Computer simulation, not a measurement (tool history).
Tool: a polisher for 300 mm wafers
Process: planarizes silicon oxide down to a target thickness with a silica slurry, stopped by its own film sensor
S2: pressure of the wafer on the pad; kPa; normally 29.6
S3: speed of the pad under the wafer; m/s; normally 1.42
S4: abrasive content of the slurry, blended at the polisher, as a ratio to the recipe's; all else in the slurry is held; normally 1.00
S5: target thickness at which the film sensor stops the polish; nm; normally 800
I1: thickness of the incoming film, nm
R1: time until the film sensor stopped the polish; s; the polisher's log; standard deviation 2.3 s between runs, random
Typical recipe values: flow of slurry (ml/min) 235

Run 1, hour 0.0: usual settings; I1 1402.8. Result: R1 176.7 s.
Run 2, hour 31.8: usual settings; I1 1436.6. Result: R1 189.2 s.
Run 3, hour 102.5: usual settings; I1 1413.5. Result: R1 182.4 s.
Run 4, hour 168.4: usual settings; I1 1411.1. Result: R1 187.6 s.
Run 5, hour 198.5: usual settings; I1 1415.7. Result: R1 193.8 s.
At hour 217.7: slurry nozzle cleaned.
Run 6, hour 233.8: usual settings but S3 1.02 m/s; I1 1409.8. Result: R1 255.5 s.
At hour 248.6: conditioning disc replaced and pad reconditioned.
Run 7, hour 268.8: usual settings but S3 1.02 m/s; I1 1425.7. Result: R1 261.4 s.
At hour 290.5: worn pad replaced by a new one.
Run 8, hour 293.7: usual settings but S3 1.60 m/s, S5 612 nm; I1 1423.6. Result: R1 218.1 s.
Run 9, hour 321.7: usual settings; I1 1395.0. Result: R1 179.0 s.
Run 10, hour 360.9: usual settings but S4 1.10; I1 1392.2. Result: R1 170.0 s.
Run 11, hour 390.4: usual settings but flow of slurry (ml/min) 285, S2 23.4 kPa, S3 1.86 m/s, S5 640 nm; I1 1418.8. Result: R1 234.7 s.
At hour 400.6: head pressure recalibrated.
At hour 402.5: slurry blender recalibrated.
Run 12, hour 426.5: usual settings but flow of slurry (ml/min) 280, S2 24.8 kPa, S3 1.18 m/s; I1 1411.4. Result: R1 255.9 s.
Run 13, hour 482.8: usual settings but S2 33.8 kPa; I1 1407.6. Result: R1 170.5 s.
Run 14, hour 513.8: usual settings but flow of slurry (ml/min) 210, S3 1.28 m/s, S4 0.75, S5 861 nm; I1 1396.9. Result: R1 221.1 s.
Run 15, hour 567.3: usual settings but S2 26.9 kPa, S5 884 nm; I1 1401.7. Result: R1 191.7 s.
At hour 603.5: worn pad replaced by a new one.
Run 16, hour 615.9: usual settings but flow of slurry (ml/min) 180, S4 0.90, S5 694 nm; I1 1395.0. Result: R1 232.3 s.
Run 17, hour 681.9: usual settings; I1 1394.5. Result: R1 181.6 s.
Run 18, hour 711.1: usual settings but S2 36.5 kPa; I1 1415.3. Result: R1 150.7 s.
Run 19, hour 760.3: usual settings but flow of slurry (ml/min) 260, S2 36.5 kPa; I1 1381.3. Result: R1 142.2 s.

Predict the results of run 20:
At hour 765.3: slurry blender recalibrated.
At hour 769.2: conditioning disc replaced and pad reconditioned.
Run 20, hour 813.1: usual settings; I1 1391.3. Result: R1 ?.

{"run 20": {"R1": 183.4}}
The same run, on a tool lacking any hidden state, would have yielded R1 174.6 s.
